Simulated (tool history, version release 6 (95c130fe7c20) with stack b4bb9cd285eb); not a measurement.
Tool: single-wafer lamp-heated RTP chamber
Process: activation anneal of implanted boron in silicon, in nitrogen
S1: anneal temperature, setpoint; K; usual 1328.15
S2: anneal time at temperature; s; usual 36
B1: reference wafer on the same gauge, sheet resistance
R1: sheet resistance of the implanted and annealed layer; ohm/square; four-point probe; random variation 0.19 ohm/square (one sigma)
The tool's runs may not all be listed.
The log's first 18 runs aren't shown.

run,hour,S1,S2,B1,R1
19,249.4,1350.15,36,131.04,124.78
20,258.5,1344.15,50,131.09,123.83
21,271.5,1355.15,42,131.08,123.93
22,284.4,1314.15,27,131.02,126.43
# hour 302.0: reflector plate cleaned
23,302.5,1328.15,16,131.05,126.17
24,308.8,1328.15,36,131.10,125.32
# hour 320.2: gauge calibrated
25,321.9,1341.15,50,133.00,125.83
26,335.1,1353.15,29,132.98,126.60
27,346.9,1315.15,24,132.82,128.17
28,353.7,1328.15,45,132.84,126.56
29,362.7,1340.15,36,132.71,126.90
30,373.4,1340.15,36,132.62,126.54
31,385.5,1328.15,18,132.56,127.91
32,398.9,1328.15,36,132.47,126.91
33,409.4,1320.15,50,132.44,126.21
34,417.8,1313.15,36,132.38,127.15
35,434.6,1309.15,57,132.25,126.43
36,447.7,1303.15,36,132.17,127.45
37,470.9,1328.15,36,132.08,126.37
38,487.8,1309.15,57,131.97,126.27

3 ways to go on from here, each from the tool as it stands after run 38. What would each give?
A,488.2,1328.15,26,?,?
B,488.2,1348.15,36,?,?
C,488.2,1307.15,44,?,?

run,B1,R1
A,132.02,127.10
B,132.02,125.90
C,132.02,127.10
Without the tool's hidden state the same runs would have given:
run,R1
A,128.06
B,126.85
C,128.07
